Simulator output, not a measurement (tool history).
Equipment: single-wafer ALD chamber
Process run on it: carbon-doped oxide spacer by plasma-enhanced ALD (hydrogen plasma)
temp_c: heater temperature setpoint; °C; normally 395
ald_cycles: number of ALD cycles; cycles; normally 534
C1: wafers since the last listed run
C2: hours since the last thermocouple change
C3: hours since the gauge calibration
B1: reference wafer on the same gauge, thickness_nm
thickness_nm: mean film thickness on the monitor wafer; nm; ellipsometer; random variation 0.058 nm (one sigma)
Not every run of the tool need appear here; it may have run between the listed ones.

Run 1, hour 0.0: usual settings; C1 0; C2 1160.1; C3 445.6; B1 21.223. Result: thickness_nm 23.242 nm.
Run 2, hour 79.3: usual settings but temp_c 391 °C; C1 51; C2 1239.4; C3 524.9; B1 21.209. Result: thickness_nm 23.341 nm.
At hour 113.1: thermocouple changed; heater temperature recalibrated.
Run 3, hour 171.1: usual settings but temp_c 391 °C; C1 54; C2 58.0; C3 616.7; B1 21.192. Result: thickness_nm 23.357 nm.
Run 4, hour 339.6: usual settings but temp_c 391 °C; C1 110; C2 226.5; C3 785.2; B1 21.180. Result: thickness_nm 23.312 nm.
Run 5, hour 385.2: usual settings but temp_c 404 °C, ald_cycles 591 cycles; C1 29; C2 272.1; C3 830.8; B1 21.218. Result: thickness_nm 25.320 nm.
Run 6, hour 646.5: usual settings but temp_c 404 °C, ald_cycles 591 cycles; C1 170; C2 533.4; C3 1092.1; B1 21.197. Result: thickness_nm 25.355 nm.
Run 7, hour 688.4: usual settings but temp_c 404 °C, ald_cycles 591 cycles; C1 27; C2 575.3; C3 1134.0; B1 21.183. Result: thickness_nm 25.407 nm.
Run 8, hour 780.4: usual settings but temp_c 384 °C, ald_cycles 556 cycles; C1 60; C2 667.3; C3 1226.0; B1 21.226. Result: thickness_nm 24.379 nm.
Run 9, hour 1085.2: usual settings but temp_c 384 °C, ald_cycles 556 cycles; C1 199; C2 972.1; C3 1530.8; B1 21.202. Result: thickness_nm 24.199 nm.
Run 10, hour 1145.8: usual settings but temp_c 385 °C, ald_cycles 607 cycles; C1 39; C2 1032.7; C3 1591.4; B1 21.177. Result: thickness_nm 26.381 nm.
Run 11, hour 1192.6: usual settings but temp_c 385 °C, ald_cycles 607 cycles; C1 30; C2 1079.5; C3 1638.2; B1 21.185. Result: thickness_nm 26.568 nm.
Run 12, hour 1266.9: usual settings; C1 48; C2 1153.8; C3 1712.5; B1 21.182. Result: thickness_nm 23.293 nm.
At hour 1316.8: thermocouple changed; heater temperature recalibrated.
Run 13, hour 1346.7: usual settings; C1 46; C2 29.9; C3 1792.3; B1 21.209. Result: thickness_nm 23.416 nm.
Run 14, hour 1454.3: usual settings; C1 70; C2 137.5; C3 1899.9; B1 21.175. Result: thickness_nm 23.361 nm.
Run 15, hour 1525.0: usual settings but temp_c 400 °C; C1 46; C2 208.2; C3 1970.6; B1 21.184. Result: thickness_nm 23.191 nm.
Run 16, hour 1564.3: usual settings but temp_c 400 °C; C1 25; C2 247.5; C3 2009.9; B1 21.197. Result: thickness_nm 23.239 nm.
Run 17, hour 1669.6: usual settings; C1 68; C2 352.8; C3 2115.2; B1 21.190. Result: thickness_nm 23.246 nm.
Run 18, hour 1712.8: usual settings; C1 28; C2 396.0; C3 2158.4; B1 21.195. Result: thickness_nm 23.441 nm.
Run 19, hour 1796.1: usual settings; C1 54; C2 479.3; C3 2241.7; B1 21.212. Result: thickness_nm 23.235 nm.
Run 20, hour 1841.6: usual settings; C1 29; C2 524.8; C3 2287.2; B1 21.209. Result: thickness_nm 23.414 nm.
At hour 1845.3: gauge calibrated.
Run 21, hour 1912.7: usual settings but ald_cycles 475 cycles; C1 46; C2 595.9; C3 67.4; B1 21.173. Result: thickness_nm 20.681 nm.
Run 22, hour 2015.6: usual settings but ald_cycles 475 cycles; C1 67; C2 698.8; C3 170.3; B1 21.219. Result: thickness_nm 20.815 nm.
Run 23, hour 2062.4: usual settings; C1 30; C2 745.6; C3 217.1; B1 21.215. Result: thickness_nm 23.324 nm.
Run 24, hour 2111.8: usual settings but temp_c 386 °C, ald_cycles 430 cycles; C1 32; C2 795.0; C3 266.5; B1 21.210. Result: thickness_nm 18.693 nm.
Run 25, hour 2199.8: usual settings; C1 57; C2 883.0; C3 354.5; B1 21.194. Result: thickness_nm 23.175 nm.
Run 26, hour 2287.6: usual settings but temp_c 381 °C, ald_cycles 630 cycles; C1 57; C2 970.8; C3 442.3; B1 21.240. Result: thickness_nm 27.501 nm.
Run 27, hour 2356.8: usual settings but temp_c 388 °C, ald_cycles 487 cycles; C1 45; C2 1040.0; C3 511.5; B1 21.218. Result: thickness_nm 21.327 nm.
Run 28, hour 2406.1: usual settings but temp_c 403 °C; C1 32; C2 1089.3; C3 560.8; B1 21.199. Result: thickness_nm 23.049 nm.
At hour 2474.9: thermocouple changed; heater temperature recalibrated.
Run 29, hour 2511.7: usual settings but ald_cycles 474 cycles; C1 63; C2 36.8; C3 666.4; B1 21.173. Result: thickness_nm 20.640 nm.
Run 30, hour 2576.9: usual settings but temp_c 383 °C, ald_cycles 479 cycles; C1 42; C2 102.0; C3 731.6; B1 21.181. Result: thickness_nm 20.971 nm.
Run 31, hour 2680.5: usual settings; C1 67; C2 205.6; C3 835.2; B1 21.201. Result: thickness_nm 23.292 nm.
Run 32, hour 2733.1: usual settings; C1 34; C2 258.2; C3 887.8; B1 21.240. Result: thickness_nm 23.335 nm.
Run 33, hour 2778.3: usual settings but temp_c 408 °C, ald_cycles 597 cycles; C1 29; C2 303.4; C3 933.0; B1 21.208. Result: thickness_nm 25.356 nm.
Run 34, hour 3044.2: usual settings but temp_c 399 °C, ald_cycles 455 cycles; C1 173; C2 569.3; C3 1198.9; B1 21.195. Result: thickness_nm 19.911 nm.
Run 35, hour 3138.7: usual settings but temp_c 382 °C, ald_cycles 565 cycles; C1 61; C2 663.8; C3 1293.4; B1 21.186. Result: thickness_nm 24.643 nm.
Run 36, hour 3187.7: usual settings but temp_c 408 °C, ald_cycles 500 cycles; C1 32; C2 712.8; C3 1342.4; B1 21.209. Result: thickness_nm 21.325 nm.
Run 37, hour 3231.3: usual settings but temp_c 389 °C, ald_cycles 440 cycles; C1 28; C2 756.4; C3 1386.0; B1 21.203. Result: thickness_nm 19.277 nm.
Run 38, hour 3302.8: usual settings but temp_c 409 °C; C1 46; C2 827.9; C3 1457.5; B1 21.206. Result: thickness_nm 22.546 nm.
Run 39, hour 3395.5: usual settings but temp_c 388 °C, ald_cycles 619 cycles; C1 60; C2 920.6; C3 1550.2; B1 21.212. Result: thickness_nm 27.088 nm.
Run 40, hour 3487.3: usual settings but temp_c 400 °C; C1 59; C2 1012.4; C3 1642.0; B1 21.185. Result: thickness_nm 23.245 nm.
Run 41, hour 3543.5: usual settings but ald_cycles 593 cycles; C1 36; C2 1068.6; C3 1698.2; B1 21.220. Result: thickness_nm 25.914 nm.
Run 42, hour 3625.1: usual settings but temp_c 385 °C, ald_cycles 436 cycles; C1 53; C2 1150.2; C3 1779.8; B1 21.203. Result: thickness_nm 18.969 nm.
Run 43, hour 3694.1: usual settings but temp_c 399 °C, ald_cycles 456 cycles; C1 45; C2 1219.2; C3 1848.8; B1 21.208. Result: thickness_nm 19.883 nm.
Run 44, hour 3734.1: usual settings but ald_cycles 585 cycles; C1 26; C2 1259.2; C3 1888.8; B1 21.198. Result: thickness_nm 25.617 nm.
At hour 3787.7: thermocouple changed; heater temperature recalibrated.
Run 45, hour 3821.4: usual settings but ald_cycles 623 cycles; C1 51; C2 33.7; C3 1976.1; B1 21.210. Result: thickness_nm 27.258 nm.
Run 46, hour 3919.0: usual settings but temp_c 385 °C, ald_cycles 436 cycles; C1 63; C2 131.3; C3 2073.7; B1 21.200. Result: thickness_nm 19.018 nm.

The tool's hidden state at each run:
wafer temperature above the value expected at the setpoint (K): 0 across all the runs
gauge reads high (%): 0 across all the runs
